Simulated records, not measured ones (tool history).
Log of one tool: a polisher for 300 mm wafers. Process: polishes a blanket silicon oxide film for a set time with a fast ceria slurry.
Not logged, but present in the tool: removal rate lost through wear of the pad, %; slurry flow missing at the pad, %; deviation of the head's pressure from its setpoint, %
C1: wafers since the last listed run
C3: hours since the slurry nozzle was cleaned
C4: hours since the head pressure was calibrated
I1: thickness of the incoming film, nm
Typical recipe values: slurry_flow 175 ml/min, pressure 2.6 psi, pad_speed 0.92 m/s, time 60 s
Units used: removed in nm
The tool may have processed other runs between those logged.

run 1 hour=0.0 | slurry_flow=175 pressure=2.2 pad_speed=0.92 time=60 | C1=0 wafers_polished_on_this_pad=10805 C3=314.2 C4=661.9 | I1=2284.5 | removed=555.8
run 2 hour=57.2 | slurry_flow=175 pressure=2.6 pad_speed=0.92 time=60 | C1=745 wafers_polished_on_this_pad=11551 C3=371.4 C4=719.1 | I1=2291.3 | removed=667.0
-- hour=81.6 worn pad replaced by a new one
run 3 hour=154.5 | slurry_flow=190 pressure=3.2 pad_speed=0.92 time=60 | C1=1215 wafers_polished_on_this_pad=949 C3=468.7 C4=816.4 | I1=2335.9 | removed=846.8
-- hour=238.7 head pressure recalibrated
run 4 hour=250.6 | slurry_flow=190 pressure=3.2 pad_speed=0.92 time=60 | C1=1225 wafers_polished_on_this_pad=2175 C3=564.8 C4=11.9 | I1=2315.0 | removed=835.4
run 5 hour=308.1 | slurry_flow=190 pressure=3.2 pad_speed=0.92 time=60 | C1=749 wafers_polished_on_this_pad=2924 C3=622.3 C4=69.4 | I1=2327.7 | removed=823.7
run 6 hour=350.7 | slurry_flow=175 pressure=2.6 pad_speed=0.92 time=76 | C1=554 wafers_polished_on_this_pad=3479 C3=664.9 C4=112.0 | I1=2330.0 | removed=838.9
-- hour=401.2 slurry nozzle cleaned
run 7 hour=421.7 | slurry_flow=175 pressure=2.6 pad_speed=0.92 time=76 | C1=911 wafers_polished_on_this_pad=4391 C3=20.5 C4=183.0 | I1=2321.0 | removed=834.8
run 8 hour=491.0 | slurry_flow=175 pressure=2.6 pad_speed=0.92 time=76 | C1=902 wafers_polished_on_this_pad=5294 C3=89.8 C4=252.3 | I1=2320.1 | removed=819.3
run 9 hour=764.9 | slurry_flow=140 pressure=2.6 pad_speed=0.92 time=60 | C1=3567 wafers_polished_on_this_pad=8862 C3=363.7 C4=526.2 | I1=2304.4 | removed=639.7
-- hour=835.5 worn pad replaced by a new one
run 10 hour=862.9 | slurry_flow=140 pressure=2.6 pad_speed=0.92 time=60 | C1=1224 wafers_polished_on_this_pad=357 C3=461.7 C4=624.2 | I1=2312.5 | removed=638.8
run 11 hour=952.1 | slurry_flow=140 pressure=2.6 pad_speed=0.92 time=60 | C1=1161 wafers_polished_on_this_pad=1519 C3=550.9 C4=713.4 | I1=2267.0 | removed=638.3
-- hour=954.3 head pressure recalibrated
run 12 hour=1008.5 | slurry_flow=175 pressure=2.6 pad_speed=0.92 time=60 | C1=708 wafers_polished_on_this_pad=2228 C3=607.3 C4=54.2 | I1=2292.5 | removed=666.8
run 13 hour=1085.4 | slurry_flow=175 pressure=2.6 pad_speed=0.92 time=60 | C1=1001 wafers_polished_on_this_pad=3229 C3=684.2 C4=131.1 | I1=2314.9 | removed=656.7
run 14 hour=1192.5 | slurry_flow=190 pressure=1.7 pad_speed=0.92 time=60 | C1=1395 wafers_polished_on_this_pad=4624 C3=791.3 C4=238.2 | I1=2319.2 | removed=449.5
run 15 hour=1273.3 | slurry_flow=175 pressure=2.2 pad_speed=0.92 time=60 | C1=1052 wafers_polished_on_this_pad=5677 C3=872.1 C4=319.0 | I1=2328.5 | removed=557.8
-- hour=1300.7 slurry nozzle cleaned
run 16 hour=1335.7 | slurry_flow=195 pressure=2.6 pad_speed=0.74 time=78 | C1=799 wafers_polished_on_this_pad=6477 C3=35.0 C4=381.4 | I1=2310.9 | removed=720.1
run 17 hour=1372.3 | slurry_flow=145 pressure=2.6 pad_speed=0.92 time=60 | C1=476 wafers_polished_on_this_pad=6954 C3=71.6 C4=418.0 | I1=2306.9 | removed=664.5
run 18 hour=1430.4 | slurry_flow=175 pressure=3.1 pad_speed=0.92 time=60 | C1=756 wafers_polished_on_this_pad=7710 C3=129.7 C4=476.1 | I1=2290.4 | removed=794.6
-- hour=1597.5 worn pad replaced by a new one
run 19 hour=1624.1 | slurry_flow=175 pressure=2.6 pad_speed=0.68 time=60 | C1=2471 wafers_polished_on_this_pad=346 C3=323.4 C4=669.8 | I1=2310.4 | removed=512.9
run 20 hour=1682.6 | slurry_flow=175 pressure=2.6 pad_speed=0.92 time=60 | C1=762 wafers_polished_on_this_pad=1108 C3=381.9 C4=728.3 | I1=2283.7 | removed=663.7
run 21 hour=1734.9 | slurry_flow=175 pressure=2.6 pad_speed=0.92 time=60 | C1=681 wafers_polished_on_this_pad=1789 C3=434.2 C4=780.6 | I1=2310.9 | removed=662.6
-- hour=1744.8 head pressure recalibrated
run 22 hour=1800.0 | slurry_flow=200 pressure=2.6 pad_speed=0.82 time=54 | C1=821 wafers_polished_on_this_pad=2611 C3=499.3 C4=55.2 | I1=2296.3 | removed=546.5
run 23 hour=1889.2 | slurry_flow=175 pressure=2.6 pad_speed=0.92 time=60 | C1=1161 wafers_polished_on_this_pad=3773 C3=588.5 C4=144.4 | I1=2279.6 | removed=655.4
run 24 hour=1988.0 | slurry_flow=150 pressure=2.2 pad_speed=0.76 time=60 | C1=1287 wafers_polished_on_this_pad=5060 C3=687.3 C4=243.2 | I1=2299.6 | removed=460.6
run 25 hour=2070.3 | slurry_flow=175 pressure=2.6 pad_speed=0.92 time=60 | C1=1072 wafers_polished_on_this_pad=6132 C3=769.6 C4=325.5 | I1=2349.8 | removed=657.1
-- hour=2119.9 slurry nozzle cleaned
run 26 hour=2134.9 | slurry_flow=175 pressure=2.6 pad_speed=0.92 time=60 | C1=828 wafers_polished_on_this_pad=6961 C3=15.0 C4=390.1 | I1=2307.4 | removed=660.0
run 27 hour=2194.1 | slurry_flow=145 pressure=3.3 pad_speed=0.92 time=60 | C1=771 wafers_polished_on_this_pad=7732 C3=74.2 C4=449.3 | I1=2319.4 | removed=817.0
run 28 hour=2282.1 | slurry_flow=205 pressure=2.6 pad_speed=0.92 time=60 | C1=1146 wafers_polished_on_this_pad=8878 C3=162.2 C4=537.3 | I1=2292.3 | removed=685.9
-- hour=2311.7 worn pad replaced by a new one
run 29 hour=2362.3 | slurry_flow=175 pressure=2.6 pad_speed=0.92 time=60 | C1=992 wafers_polished_on_this_pad=658 C3=242.4 C4=617.5 | I1=2311.6 | removed=663.0
run 30 hour=2418.1 | slurry_flow=195 pressure=2.6 pad_speed=0.74 time=78 | C1=726 wafers_polished_on_this_pad=1385 C3=298.2 C4=673.3 | I1=2322.9 | removed=732.6
run 31 hour=2490.0 | slurry_flow=150 pressure=2.0 pad_speed=0.84 time=49 | C1=936 wafers_polished_on_this_pad=2322 C3=370.1 C4=745.2 | I1=2296.7 | removed=363.6
run 32 hour=2562.2 | slurry_flow=225 pressure=2.6 pad_speed=1.08 time=60 | C1=940 wafers_polished_on_this_pad=3262 C3=442.3 C4=817.4 | I1=2301.0 | removed=793.4
-- hour=2569.6 head pressure recalibrated
run 33 hour=2651.6 | slurry_flow=175 pressure=2.6 pad_speed=0.92 time=60 | C1=1138 wafers_polished_on_this_pad=4401 C3=531.7 C4=82.0 | I1=2268.1 | removed=659.7
run 34 hour=2687.8 | slurry_flow=135 pressure=2.6 pad_speed=0.92 time=60 | C1=471 wafers_polished_on_this_pad=4872 C3=567.9 C4=118.2 | I1=2303.1 | removed=644.6
run 35 hour=2758.1 | slurry_flow=140 pressure=2.6 pad_speed=0.92 time=77 | C1=915 wafers_polished_on_this_pad=5788 C3=638.2 C4=188.5 | I1=2321.3 | removed=839.6
run 36 hour=2860.6 | slurry_flow=155 pressure=3.0 pad_speed=0.82 time=50 | C1=1335 wafers_polished_on_this_pad=7123 C3=740.7 C4=291.0 | I1=2325.2 | removed=565.8
run 37 hour=2953.7 | slurry_flow=175 pressure=1.9 pad_speed=0.92 time=74 | C1=1212 wafers_polished_on_this_pad=8336 C3=833.8 C4=384.1 | I1=2314.0 | removed=602.2
run 38 hour=3007.2 | slurry_flow=120 pressure=2.1 pad_speed=0.92 time=60 | C1=696 wafers_polished_on_this_pad=9033 C3=887.3 C4=437.6 | I1=2334.1 | removed=490.0

For each run, what was the tool's unlogged condition?
removal rate lost through wear of the pad, %: 0 at every run
slurry flow missing at the pad, %: 0 at every run
deviation of the head's pressure from its setpoint, %: 0 at every run

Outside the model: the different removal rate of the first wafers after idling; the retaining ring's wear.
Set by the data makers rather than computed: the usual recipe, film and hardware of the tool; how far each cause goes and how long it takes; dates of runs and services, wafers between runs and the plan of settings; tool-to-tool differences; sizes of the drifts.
